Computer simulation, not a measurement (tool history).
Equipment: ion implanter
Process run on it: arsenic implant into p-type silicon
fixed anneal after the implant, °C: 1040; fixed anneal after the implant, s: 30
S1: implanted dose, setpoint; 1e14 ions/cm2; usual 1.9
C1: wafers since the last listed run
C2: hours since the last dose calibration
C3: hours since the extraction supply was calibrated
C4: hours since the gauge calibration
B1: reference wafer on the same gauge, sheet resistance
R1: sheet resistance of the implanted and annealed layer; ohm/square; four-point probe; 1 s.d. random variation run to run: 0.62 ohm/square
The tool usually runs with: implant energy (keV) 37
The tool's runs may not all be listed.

run 1 hour=0 | S1=1.9 implant_energy_(keV)=37 | C1=0 C2=1480.5 C3=3366.9 C4=207.2 | B1=384.98 | R1=427.89
run 2 hour=6.6 | S1=2.08 implant_energy_(keV)=37 | C1=226 C2=1487.1 C3=3373.5 C4=213.8 | B1=385.03 | R1=401.93
run 3 hour=17.4 | S1=2.08 implant_energy_(keV)=37 | C1=370 C2=1497.9 C3=3384.3 C4=224.6 | B1=384.9 | R1=402.72
run 4 hour=28.1 | S1=2.08 implant_energy_(keV)=37 | C1=366 C2=1508.6 C3=3395 C4=235.3 | B1=384.99 | R1=401.91
run 5 hour=46.4 | S1=1.9 implant_energy_(keV)=37 | C1=627 C2=1526.9 C3=3413.3 C4=253.6 | B1=384.96 | R1=429.24
run 6 hour=62.3 | S1=1.9 implant_energy_(keV)=37 | C1=544 C2=1542.8 C3=3429.2 C4=269.5 | B1=385.11 | R1=429.31
run 7 hour=72 | S1=1.9 implant_energy_(keV)=37 | C1=332 C2=1552.5 C3=3438.9 C4=279.2 | B1=384.95 | R1=428.63
run 8 hour=82.6 | S1=1.9 implant_energy_(keV)=37 | C1=363 C2=1563.1 C3=3449.5 C4=289.8 | B1=384.97 | R1=430.68
-- hour=92.5 gauge calibrated
run 9 hour=95.2 | S1=1.9 implant_energy_(keV)=37 | C1=431 C2=1575.7 C3=3462.1 C4=2.7 | B1=384.91 | R1=429.64
run 10 hour=109.6 | S1=1.9 implant_energy_(keV)=37 | C1=493 C2=1590.1 C3=3476.5 C4=17.1 | B1=385.09 | R1=430.16
run 11 hour=125.6 | S1=1.9 implant_energy_(keV)=37 | C1=548 C2=1606.1 C3=3492.5 C4=33.1 | B1=385.1 | R1=430.54
run 12 hour=136.2 | S1=1.9 implant_energy_(keV)=37 | C1=363 C2=1616.7 C3=3503.1 C4=43.7 | B1=384.97 | R1=430.29
-- hour=152.2 Faraday cup replaced and dose calibrated
run 13 hour=152.7 | S1=1.51 implant_energy_(keV)=42 | C1=291 C2=0.5 C3=3519.6 C4=60.2 | B1=384.98 | R1=478.12
run 14 hour=158.4 | S1=1.59 implant_energy_(keV)=43.5 | C1=195 C2=6.2 C3=3525.3 C4=65.9 | B1=385 | R1=457.94
run 15 hour=175.9 | S1=1.57 implant_energy_(keV)=37 | C1=599 C2=23.7 C3=3542.8 C4=83.4 | B1=384.98 | R1=474.39
-- hour=192.3 extraction supply calibrated
run 16 hour=192.8 | S1=1.48 implant_energy_(keV)=28 | C1=305 C2=40.6 C3=0.5 C4=100.3 | B1=384.95 | R1=518.4
run 17 hour=201 | S1=1.55 implant_energy_(keV)=25.5 | C1=281 C2=48.8 C3=8.7 C4=108.5 | B1=384.97 | R1=506.66
run 18 hour=217.4 | S1=1.69 implant_energy_(keV)=47.5 | C1=562 C2=65.2 C3=25.1 C4=124.9 | B1=385.07 | R1=434.3
run 19 hour=224.5 | S1=1.9 implant_energy_(keV)=37 | C1=243 C2=72.3 C3=32.2 C4=132 | B1=385.1 | R1=415.21
run 20 hour=233.4 | S1=2.4 implant_energy_(keV)=37 | C1=305 C2=81.2 C3=41.1 C4=140.9 | B1=385 | R1=349.07
run 21 hour=243.9 | S1=1.54 implant_energy_(keV)=26.5 | C1=359 C2=91.7 C3=51.6 C4=151.4 | B1=384.99 | R1=508.85
run 22 hour=254.9 | S1=1.48 implant_energy_(keV)=28 | C1=376 C2=102.7 C3=62.6 C4=162.4 | B1=384.98 | R1=517.93

Expected results for the next run?
run 23 hour=272.6 | S1=2.31 implant_energy_(keV)=45 | C1=606 C2=120.4 C3=80.3 C4=180.1 | B1=? | R1=?

Run 23 gave B1 384.97, R1 350.21 ohm/square.
Had the tool carried no hidden state, the very same run would have given R1 350.14 ohm/square.

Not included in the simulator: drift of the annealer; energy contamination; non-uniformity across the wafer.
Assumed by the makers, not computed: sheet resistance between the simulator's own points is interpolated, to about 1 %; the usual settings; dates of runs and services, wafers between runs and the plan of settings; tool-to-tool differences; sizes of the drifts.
